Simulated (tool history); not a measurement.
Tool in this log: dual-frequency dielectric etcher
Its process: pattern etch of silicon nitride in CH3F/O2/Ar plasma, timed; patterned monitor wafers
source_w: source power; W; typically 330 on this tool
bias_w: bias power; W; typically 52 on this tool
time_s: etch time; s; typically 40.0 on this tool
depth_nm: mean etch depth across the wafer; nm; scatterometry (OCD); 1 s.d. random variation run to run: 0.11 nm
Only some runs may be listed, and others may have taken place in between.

| run | hour | source_w | bias_w | time_s | wafers since the last listed run | hours since the last wet clean | hours since the last source power generator calibration | hours since the last bias power generator calibration | hours since the last upper electrode change | hours since the gauge calibration | read-back reference wafer on the same gauge, depth_nm | depth_nm |
|---|---|---|---|---|---|---|---|---|---|---|---|---|
| 1 | 0.0 | 360 | 42 | 40.0 | 0 | 201.4 | 1658.7 | 2525.8 | 2077.3 | 178.5 | 22.61 | 22.50 |
| 2 | 9.0 | 360 | 42 | 40.0 | 83 | 210.4 | 1667.7 | 2534.8 | 2086.3 | 187.5 | 22.60 | 22.59 |
| 3 | 17.4 | 330 | 52 | 40.0 | 77 | 218.8 | 1676.1 | 2543.2 | 2094.7 | 195.9 | 22.59 | 23.76 |
| 4 | 43.6 | 330 | 52 | 40.0 | 242 | 245.0 | 1702.3 | 2569.4 | 2120.9 | 222.1 | 22.61 | 23.88 |
| 5 | 49.9 | 330 | 52 | 40.0 | 58 | 251.3 | 1708.6 | 2575.7 | 2127.2 | 228.4 | 22.61 | 23.78 |
|  | 59.0 | gauge calibrated |
| 6 | 67.0 | 330 | 52 | 40.0 | 158 | 268.4 | 1725.7 | 2592.8 | 2144.3 | 8.0 | 22.61 | 23.83 |
| 7 | 73.4 | 330 | 52 | 40.0 | 59 | 274.8 | 1732.1 | 2599.2 | 2150.7 | 14.4 | 22.60 | 23.77 |
| 8 | 86.5 | 330 | 52 | 40.0 | 121 | 287.9 | 1745.2 | 2612.3 | 2163.8 | 27.5 | 22.57 | 23.79 |
|  | 101.7 | source power generator calibrated |
|  | 113.7 | upper electrode replaced |
| 9 | 114.2 | 280 | 52 | 40.0 | 108 | 315.6 | 12.5 | 2640.0 | 0.5 | 55.2 | 22.59 | 22.52 |
| 10 | 114.5 | 280 | 52 | 40.0 | 2 | 315.9 | 12.8 | 2640.3 | 0.8 | 55.5 | 22.57 | 22.50 |
| 11 | 114.9 | 280 | 52 | 40.0 | 3 | 316.3 | 13.2 | 2640.7 | 1.2 | 55.9 | 22.59 | 22.41 |
| 12 | 116.8 | 330 | 52 | 44.0 | 17 | 318.2 | 15.1 | 2642.6 | 3.1 | 57.8 | 22.60 | 26.10 |
| 13 | 126.5 | 330 | 52 | 44.0 | 89 | 327.9 | 24.8 | 2652.3 | 12.8 | 67.5 | 22.58 | 26.17 |
|  | 146.1 | bias power generator calibrated |
| 14 | 146.6 | 330 | 52 | 44.0 | 148 | 348.0 | 44.9 | 0.5 | 32.9 | 87.6 | 22.59 | 25.92 |
| 15 | 156.4 | 330 | 52 | 40.0 | 90 | 357.8 | 54.7 | 10.3 | 42.7 | 97.4 | 22.60 | 23.85 |
| 16 | 171.1 | 330 | 52 | 29.5 | 135 | 372.5 | 69.4 | 25.0 | 57.4 | 112.1 | 22.57 | 17.42 |
| 17 | 186.2 | 280 | 45 | 40.0 | 139 | 387.6 | 84.5 | 40.1 | 72.5 | 127.2 | 22.58 | 21.00 |
| 18 | 200.6 | 330 | 52 | 40.0 | 133 | 402.0 | 98.9 | 54.5 | 86.9 | 141.6 | 22.59 | 23.63 |
|  | 233.0 | wet clean of the chamber |
| 19 | 233.5 | 350 | 52 | 43.5 | 82 | 0.5 | 131.8 | 87.4 | 119.8 | 174.5 | 22.61 | 25.13 |
| 20 | 233.9 | 330 | 52 | 40.0 | 3 | 0.9 | 132.2 | 87.8 | 120.2 | 174.9 | 22.61 | 22.59 |
| 21 | 240.4 | 330 | 52 | 30.5 | 60 | 7.4 | 138.7 | 94.3 | 126.7 | 181.4 | 22.61 | 17.32 |
| 22 | 251.0 | 380 | 56 | 34.5 | 98 | 18.0 | 149.3 | 104.9 | 137.3 | 192.0 | 22.59 | 20.92 |
| 23 | 257.7 | 330 | 52 | 40.0 | 61 | 24.7 | 156.0 | 111.6 | 144.0 | 198.7 | 22.61 | 22.52 |
|  | 266.3 | gauge calibrated |
| 24 | 267.7 | 290 | 52 | 50.5 | 92 | 34.7 | 166.0 | 121.6 | 154.0 | 1.4 | 22.59 | 27.53 |
| 25 | 282.9 | 330 | 52 | 40.0 | 140 | 49.9 | 181.2 | 136.8 | 169.2 | 16.6 | 22.60 | 22.48 |
|  | 316.9 | wet clean of the chamber, repeated, since the last time left the tool worse |
| 26 | 317.4 | 400 | 52 | 40.0 | 97 | 0.5 | 215.7 | 171.3 | 203.7 | 51.1 | 22.60 | 25.71 |
| 27 | 317.7 | 260 | 42 | 49.5 | 2 | 0.8 | 216.0 | 171.6 | 204.0 | 51.4 | 22.60 | 25.38 |
| 28 | 325.6 | 270 | 40 | 40.0 | 73 | 8.7 | 223.9 | 179.5 | 211.9 | 59.3 | 22.59 | 20.36 |
| 29 | 336.4 | 370 | 61 | 29.5 | 99 | 19.5 | 234.7 | 190.3 | 222.7 | 70.1 | 22.60 | 19.66 |

Alternative continuations, all from the tool just after run 29; predict every row:
| A | 336.8 | 330 | 64 | 40.0 | 3 | 19.9 | 235.1 | 190.7 | 223.1 | 70.5 | ? | ? |
| B | 336.8 | 280 | 45 | 33.5 | 3 | 19.9 | 235.1 | 190.7 | 223.1 | 70.5 | ? | ? |
| C | 336.8 | 250 | 52 | 28.5 | 3 | 19.9 | 235.1 | 190.7 | 223.1 | 70.5 | ? | ? |
| D | 336.8 | 260 | 64 | 40.0 | 3 | 19.9 | 235.1 | 190.7 | 223.1 | 70.5 | ? | ? |
| E | 336.8 | 310 | 47 | 40.0 | 3 | 19.9 | 235.1 | 190.7 | 223.1 | 70.5 | ? | ? |

| run | read-back reference wafer on the same gauge, depth_nm | depth_nm |
|---|---|---|
| A | 22.61 | 26.11 |
| B | 22.61 | 18.01 |
| C | 22.61 | 15.73 |
| D | 22.61 | 24.35 |
| E | 22.61 | 22.57 |
With no hidden state in the tool, these same runs would have given:
| run | depth_nm |
|---|---|
| A | 26.13 |
| B | 18.02 |
| C | 15.74 |
| D | 24.37 |
| E | 22.59 |

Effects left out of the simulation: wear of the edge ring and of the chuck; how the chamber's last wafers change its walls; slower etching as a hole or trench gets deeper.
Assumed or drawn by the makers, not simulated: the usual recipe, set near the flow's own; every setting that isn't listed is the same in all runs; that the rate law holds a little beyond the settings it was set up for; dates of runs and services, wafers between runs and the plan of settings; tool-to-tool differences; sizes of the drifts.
